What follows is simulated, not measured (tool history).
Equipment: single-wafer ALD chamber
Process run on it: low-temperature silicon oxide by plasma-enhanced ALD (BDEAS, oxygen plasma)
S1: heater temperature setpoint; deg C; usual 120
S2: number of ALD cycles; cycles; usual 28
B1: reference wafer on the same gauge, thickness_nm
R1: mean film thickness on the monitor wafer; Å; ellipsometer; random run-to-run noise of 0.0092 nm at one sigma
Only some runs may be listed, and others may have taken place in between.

Run 1, day 0: usual settings but S1 117 deg C, S2 30 cycles; B1 3.48. Result: R1 41.14 Å.
Run 2, day 0.7: usual settings but S1 127 deg C, S2 30 cycles; B1 3.48. Result: R1 40.51 Å.
Run 3, day 1.429: usual settings; B1 3.482. Result: R1 38.32 Å.
Run 4, day 2.229: usual settings; B1 3.48. Result: R1 38.23 Å.
Run 5, day 2.954: usual settings; B1 3.479. Result: R1 38.21 Å.
Run 6, day 5.308: usual settings; B1 3.48. Result: R1 38.19 Å.
Run 7, day 5.946: usual settings but S1 126 deg C; B1 3.48. Result: R1 37.74 Å.
Run 8, day 7.329: usual settings but S1 126 deg C; B1 3.481. Result: R1 37.87 Å.
Run 9, day 8.383: usual settings; B1 3.481. Result: R1 38.14 Å.
Run 10, day 9.879: usual settings; B1 3.478. Result: R1 38.19 Å.
Run 11, day 11.238: usual settings; B1 3.481. Result: R1 38.24 Å.
Run 12, day 11.779: usual settings; B1 3.479. Result: R1 38.16 Å.
Run 13, day 12.721: usual settings; B1 3.479. Result: R1 38.37 Å.
Run 14, day 13.579: usual settings; B1 3.48. Result: R1 38.27 Å.
Run 15, day 15.029: usual settings; B1 3.48. Result: R1 38.31 Å.
At day 15.108: gauge calibrated.
Run 16, day 15.825: usual settings; B1 3.48. Result: R1 38.24 Å.
Run 17, day 17.254: usual settings; B1 3.479. Result: R1 38.12 Å.
Run 18, day 18.479: usual settings; B1 3.478. Result: R1 38.24 Å.
Run 19, day 19.954: usual settings; B1 3.481. Result: R1 38.07 Å.
Run 20, day 21.258: usual settings; B1 3.481. Result: R1 38.29 Å.
Run 21, day 22.546: usual settings; B1 3.479. Result: R1 38.21 Å.
At day 23.258: thermocouple changed; heater temperature recalibrated.
Run 22, day 23.646: usual settings but S1 131 deg C, S2 25 cycles; B1 3.479. Result: R1 33.51 Å.
Run 23, day 24.692: usual settings; B1 3.48. Result: R1 38.28 Å.
Run 24, day 25.821: usual settings; B1 3.481. Result: R1 38.3 Å.
Run 25, day 26.388: usual settings but S1 124 deg C, S2 32 cycles; B1 3.478. Result: R1 43.37 Å.
Run 26, day 26.975: usual settings; B1 3.48. Result: R1 38.22 Å.
Run 27, day 27.554: usual settings; B1 3.479. Result: R1 38.21 Å.
Run 28, day 28.842: usual settings but S2 31 cycles; B1 3.48. Result: R1 42.38 Å.
Run 29, day 29.546: usual settings but S1 107 deg C, S2 33 cycles; B1 3.48. Result: R1 45.88 Å.
Run 30, day 30.762: usual settings but S1 127 deg C, S2 26 cycles; B1 3.48. Result: R1 35.09 Å.
Run 31, day 32.162: usual settings but S1 114 deg C, S2 26 cycles; B1 3.48. Result: R1 35.85 Å.
Run 32, day 32.883: usual settings; B1 3.479. Result: R1 38.23 Å.
Run 33, day 33.421: usual settings; B1 3.48. Result: R1 38.14 Å.
Run 34, day 34.612: usual settings but S1 106 deg C, S2 30 cycles; B1 3.482. Result: R1 41.76 Å.
Run 35, day 36.496: usual settings; B1 3.481. Result: R1 38.4 Å.
Run 36, day 37.179: usual settings; B1 3.48. Result: R1 38.33 Å.
Run 37, day 37.954: usual settings but S1 116 deg C; B1 3.48. Result: R1 38.54 Å.
Run 38, day 41.354: usual settings but S1 105 deg C, S2 32 cycles; B1 3.48. Result: R1 44.92 Å.
Run 39, day 42.571: usual settings but S1 131 deg C; B1 3.479. Result: R1 37.6 Å.
Run 40, day 43.762: usual settings; B1 3.48. Result: R1 38.14 Å.
Run 41, day 44.508: usual settings but S1 125 deg C, S2 23 cycles; B1 3.48. Result: R1 31.17 Å.
Run 42, day 48.933: usual settings but S1 108 deg C, S2 32 cycles; B1 3.48. Result: R1 44.63 Å.
Run 43, day 50.071: usual settings but S1 111 deg C, S2 33 cycles; B1 3.48. Result: R1 45.6 Å.

What was the tool's hidden state at every run in the log?
wafer temperature above the value expected at the setpoint (K): 0 in every run
gauge reads high (%): 0 in every run

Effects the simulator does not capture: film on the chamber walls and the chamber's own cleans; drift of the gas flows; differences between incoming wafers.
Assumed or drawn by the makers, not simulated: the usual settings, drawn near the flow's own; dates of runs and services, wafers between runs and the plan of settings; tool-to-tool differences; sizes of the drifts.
